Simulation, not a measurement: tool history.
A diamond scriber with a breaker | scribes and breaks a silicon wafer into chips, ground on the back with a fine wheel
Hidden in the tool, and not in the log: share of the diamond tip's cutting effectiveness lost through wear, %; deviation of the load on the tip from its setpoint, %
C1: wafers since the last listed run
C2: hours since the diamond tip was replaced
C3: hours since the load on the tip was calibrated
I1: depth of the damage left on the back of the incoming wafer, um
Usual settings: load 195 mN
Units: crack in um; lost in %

{"run": 1, "hour": 0.0, "load": 153, "C1": 0, "C2": 375.6, "C3": 202.4, "I1": 2.79, "crack": 7.82, "lost": 24.87}
{"run": 2, "hour": 54.5, "load": 153, "C1": 123, "C2": 430.1, "C3": 256.9, "I1": 2.12, "crack": 7.99, "lost": 22.63}
{"run": 3, "hour": 117.6, "load": 153, "C1": 142, "C2": 493.2, "C3": 320.0, "I1": 1.51, "crack": 8.04, "lost": 17.57}
{"run": 4, "hour": 166.6, "load": 195, "C1": 110, "C2": 542.2, "C3": 369.0, "I1": 2.58, "crack": 10.53, "lost": 3.56}
{"run": 5, "hour": 210.6, "load": 195, "C1": 99, "C2": 586.2, "C3": 413.0, "I1": 2.24, "crack": 10.75, "lost": 2.91}
{"hour": 216.0, "done": "load on the tip recalibrated"}
{"run": 6, "hour": 283.7, "load": 195, "C1": 160, "C2": 659.3, "C3": 67.7, "I1": 2.75, "crack": 10.11, "lost": 3.47}
{"run": 7, "hour": 387.6, "load": 168, "C1": 235, "C2": 763.2, "C3": 171.6, "I1": 2.89, "crack": 8.88, "lost": 11.84}
{"run": 8, "hour": 457.9, "load": 168, "C1": 159, "C2": 833.5, "C3": 241.9, "I1": 2.71, "crack": 8.95, "lost": 10.93}
{"run": 9, "hour": 539.0, "load": 195, "C1": 183, "C2": 914.6, "C3": 323.0, "I1": 2.45, "crack": 10.56, "lost": 3.01}
{"run": 10, "hour": 620.0, "load": 195, "C1": 183, "C2": 995.6, "C3": 404.0, "I1": 2.05, "crack": 10.64, "lost": 2.66}
{"hour": 664.2, "done": "diamond tip replaced by a new one"}
{"hour": 674.8, "done": "load on the tip recalibrated"}
{"run": 11, "hour": 681.1, "load": 240, "C1": 129, "C2": 16.9, "C3": 6.3, "I1": 1.77, "crack": 12.65, "lost": 13.7}
{"run": 12, "hour": 750.4, "load": 195, "C1": 156, "C2": 86.2, "C3": 75.6, "I1": 2.52, "crack": 10.21, "lost": 3.42}
{"run": 13, "hour": 828.4, "load": 159, "C1": 176, "C2": 164.2, "C3": 153.6, "I1": 1.78, "crack": 8.26, "lost": 14.57}
{"run": 14, "hour": 899.6, "load": 195, "C1": 161, "C2": 235.4, "C3": 224.8, "I1": 1.64, "crack": 10.42, "lost": 2.29}
{"run": 15, "hour": 960.9, "load": 245, "C1": 138, "C2": 296.7, "C3": 286.1, "I1": 2.83, "crack": 13.15, "lost": 18.67}
{"run": 16, "hour": 1020.3, "load": 147, "C1": 134, "C2": 356.1, "C3": 345.5, "I1": 1.86, "crack": 7.65, "lost": 21.61}
{"run": 17, "hour": 1089.4, "load": 145, "C1": 156, "C2": 425.2, "C3": 414.6, "I1": 2.73, "crack": 7.65, "lost": 30.0}
{"hour": 1123.9, "done": "load on the tip recalibrated"}
{"run": 18, "hour": 1310.5, "load": 219, "C1": 496, "C2": 646.3, "C3": 186.6, "I1": 1.93, "crack": 11.78, "lost": 7.25}
{"run": 19, "hour": 1410.7, "load": 232, "C1": 226, "C2": 746.5, "C3": 286.8, "I1": 2.22, "crack": 12.53, "lost": 13.38}
{"run": 20, "hour": 1478.3, "load": 216, "C1": 153, "C2": 814.1, "C3": 354.4, "I1": 2.28, "crack": 11.94, "lost": 8.23}
{"hour": 1568.5, "done": "load on the tip recalibrated"}
{"run": 21, "hour": 1575.6, "load": 163, "C1": 215, "C2": 911.4, "C3": 7.1, "I1": 2.1, "crack": 8.49, "lost": 13.44}
{"run": 22, "hour": 1667.0, "load": 148, "C1": 206, "C2": 1002.8, "C3": 98.5, "I1": 2.92, "crack": 7.46, "lost": 31.05}
{"run": 23, "hour": 1744.4, "load": 243, "C1": 175, "C2": 1080.2, "C3": 175.9, "I1": 1.78, "crack": 12.73, "lost": 17.48}
{"run": 24, "hour": 1848.7, "load": 195, "C1": 236, "C2": 1184.5, "C3": 280.2, "I1": 2.73, "crack": 10.57, "lost": 3.49}
{"hour": 1996.6, "done": "diamond tip replaced by a new one"}
{"run": 25, "hour": 1997.1, "load": 251, "C1": 331, "C2": 0.5, "C3": 428.6, "I1": 1.95, "crack": 13.85, "lost": 23.74}

Measured less the same run without the tool's hidden state. The same run-to-run variation is in both; the gauge's scatter may not be:
run=1 crack=+0.04 lost=-0.83
run=2 crack=+0.09 lost=-1.60
run=3 crack=+0.16 lost=-2.27
run=4 crack=+0.28 lost=+0.11
run=5 crack=+0.36 lost=+0.25
run=6 crack=+0.02 lost=+0.00
run=7 crack=+0.07 lost=-0.68
run=8 crack=+0.12 lost=-1.28
run=9 crack=+0.25 lost=+0.08
run=10 crack=+0.38 lost=+0.30
run=11 crack=-0.01 lost=-0.12
run=12 crack=+0.01 lost=+0.00
run=13 crack=+0.03 lost=-0.44
run=14 crack=+0.11 lost=+0.02
run=15 crack=+0.22 lost=+1.98
run=16 crack=+0.19 lost=-2.98
run=17 crack=+0.28 lost=-5.55
run=18 crack=+0.20 lost=+1.15
run=19 crack=+0.34 lost=+2.66
run=20 crack=+0.43 lost=+2.47
run=21 crack=+0.03 lost=-0.31
run=22 crack=+0.04 lost=-0.76
run=23 crack=+0.13 lost=+1.21
run=24 crack=+0.21 lost=+0.02
run=25 crack=+0.59 lost=+5.42
